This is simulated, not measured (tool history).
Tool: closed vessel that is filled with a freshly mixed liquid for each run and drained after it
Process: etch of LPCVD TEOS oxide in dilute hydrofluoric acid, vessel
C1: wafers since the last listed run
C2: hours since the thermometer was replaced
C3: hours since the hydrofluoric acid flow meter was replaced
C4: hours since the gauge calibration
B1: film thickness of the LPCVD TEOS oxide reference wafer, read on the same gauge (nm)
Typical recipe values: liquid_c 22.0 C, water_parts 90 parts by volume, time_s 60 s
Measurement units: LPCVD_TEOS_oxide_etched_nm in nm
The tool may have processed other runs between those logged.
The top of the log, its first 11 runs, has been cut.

run 12 hour=363.5 | liquid_c=19.0 water_parts=90 time_s=60 | C1=2963 C2=420.5 C3=1165.0 C4=526.9 | B1=90.00 | LPCVD_TEOS_oxide_etched_nm=8.41
run 13 hour=444.6 | liquid_c=22.0 water_parts=90 time_s=60 | C1=6788 C2=501.6 C3=1246.1 C4=608.0 | B1=89.97 | LPCVD_TEOS_oxide_etched_nm=9.57
run 14 hour=471.4 | liquid_c=22.0 water_parts=90 time_s=80 | C1=2243 C2=528.4 C3=1272.9 C4=634.8 | B1=90.02 | LPCVD_TEOS_oxide_etched_nm=12.76
run 15 hour=498.6 | liquid_c=23.5 water_parts=90 time_s=60 | C1=2276 C2=555.6 C3=1300.1 C4=662.0 | B1=90.02 | LPCVD_TEOS_oxide_etched_nm=10.01
run 16 hour=516.2 | liquid_c=22.0 water_parts=90 time_s=70 | C1=1473 C2=573.2 C3=1317.7 C4=679.6 | B1=90.00 | LPCVD_TEOS_oxide_etched_nm=10.92
run 17 hour=538.3 | liquid_c=22.0 water_parts=90 time_s=60 | C1=1849 C2=595.3 C3=1339.8 C4=701.7 | B1=89.96 | LPCVD_TEOS_oxide_etched_nm=9.34
run 18 hour=562.5 | liquid_c=23.5 water_parts=105 time_s=90 | C1=2025 C2=619.5 C3=1364.0 C4=725.9 | B1=89.97 | LPCVD_TEOS_oxide_etched_nm=12.75
run 19 hour=577.6 | liquid_c=22.0 water_parts=90 time_s=60 | C1=1263 C2=634.6 C3=1379.1 C4=741.0 | B1=90.01 | LPCVD_TEOS_oxide_etched_nm=9.27
-- hour=593.1 gauge calibrated
run 20 hour=600.0 | liquid_c=22.0 water_parts=90 time_s=60 | C1=1875 C2=657.0 C3=1401.5 C4=6.9 | B1=89.98 | LPCVD_TEOS_oxide_etched_nm=9.24
run 21 hour=625.1 | liquid_c=18.5 water_parts=90 time_s=60 | C1=2101 C2=682.1 C3=1426.6 C4=32.0 | B1=90.07 | LPCVD_TEOS_oxide_etched_nm=8.00
run 22 hour=640.3 | liquid_c=19.5 water_parts=90 time_s=35 | C1=1272 C2=697.3 C3=1441.8 C4=47.2 | B1=90.01 | LPCVD_TEOS_oxide_etched_nm=4.87
run 23 hour=659.9 | liquid_c=18.0 water_parts=65 time_s=45 | C1=1640 C2=716.9 C3=1461.4 C4=66.8 | B1=89.99 | LPCVD_TEOS_oxide_etched_nm=8.37
run 24 hour=673.2 | liquid_c=20.0 water_parts=75 time_s=75 | C1=1113 C2=730.2 C3=1474.7 C4=80.1 | B1=90.01 | LPCVD_TEOS_oxide_etched_nm=12.91
-- hour=684.0 thermometer replaced
-- hour=700.2 hydrofluoric acid flow meter replaced
run 25 hour=700.7 | liquid_c=22.0 water_parts=90 time_s=60 | C1=2134 C2=16.7 C3=0.5 C4=107.6 | B1=89.99 | LPCVD_TEOS_oxide_etched_nm=10.05
run 26 hour=719.7 | liquid_c=22.0 water_parts=90 time_s=60 | C1=1590 C2=35.7 C3=19.5 C4=126.6 | B1=89.98 | LPCVD_TEOS_oxide_etched_nm=9.94
run 27 hour=746.6 | liquid_c=26.5 water_parts=55 time_s=80 | C1=2251 C2=62.6 C3=46.4 C4=153.5 | B1=89.98 | LPCVD_TEOS_oxide_etched_nm=27.40
run 28 hour=764.4 | liquid_c=18.5 water_parts=90 time_s=60 | C1=1490 C2=80.4 C3=64.2 C4=171.3 | B1=90.00 | LPCVD_TEOS_oxide_etched_nm=8.65
run 29 hour=799.2 | liquid_c=22.0 water_parts=90 time_s=40 | C1=2913 C2=115.2 C3=99.0 C4=206.1 | B1=90.01 | LPCVD_TEOS_oxide_etched_nm=6.57
run 30 hour=819.9 | liquid_c=24.0 water_parts=90 time_s=80 | C1=1732 C2=135.9 C3=119.7 C4=226.8 | B1=89.99 | LPCVD_TEOS_oxide_etched_nm=14.33
run 31 hour=854.5 | liquid_c=18.0 water_parts=50 time_s=40 | C1=2896 C2=170.5 C3=154.3 C4=261.4 | B1=89.97 | LPCVD_TEOS_oxide_etched_nm=10.45
run 32 hour=883.2 | liquid_c=19.5 water_parts=75 time_s=60 | C1=2402 C2=199.2 C3=183.0 C4=290.1 | B1=90.00 | LPCVD_TEOS_oxide_etched_nm=10.74
run 33 hour=910.6 | liquid_c=22.0 water_parts=90 time_s=30 | C1=2293 C2=226.6 C3=210.4 C4=317.5 | B1=90.01 | LPCVD_TEOS_oxide_etched_nm=4.83

4 ways to go on from here, each from the tool as it stands after run 33. What would each give?
run A hour=911.3 | liquid_c=22.0 water_parts=90 time_s=60 | C1=58 C2=227.3 C3=211.1 C4=318.2 | B1=? | LPCVD_TEOS_oxide_etched_nm=?
run B hour=911.3 | liquid_c=17.5 water_parts=125 time_s=45 | C1=58 C2=227.3 C3=211.1 C4=318.2 | B1=? | LPCVD_TEOS_oxide_etched_nm=?
run C hour=911.3 | liquid_c=19.5 water_parts=115 time_s=60 | C1=58 C2=227.3 C3=211.1 C4=318.2 | B1=? | LPCVD_TEOS_oxide_etched_nm=?
run D hour=911.3 | liquid_c=19.5 water_parts=65 time_s=30 | C1=58 C2=227.3 C3=211.1 C4=318.2 | B1=? | LPCVD_TEOS_oxide_etched_nm=?

run=A B1=90.05 LPCVD_TEOS_oxide_etched_nm=9.74
run=B B1=90.05 LPCVD_TEOS_oxide_etched_nm=4.21
run=C B1=90.05 LPCVD_TEOS_oxide_etched_nm=6.69
run=D B1=90.05 LPCVD_TEOS_oxide_etched_nm=6.25
Stripped of hidden state, with their random variation kept, the same runs would have yielded:
run=A LPCVD_TEOS_oxide_etched_nm=10.11
run=B LPCVD_TEOS_oxide_etched_nm=4.37
run=C LPCVD_TEOS_oxide_etched_nm=6.95
run=D LPCVD_TEOS_oxide_etched_nm=6.50
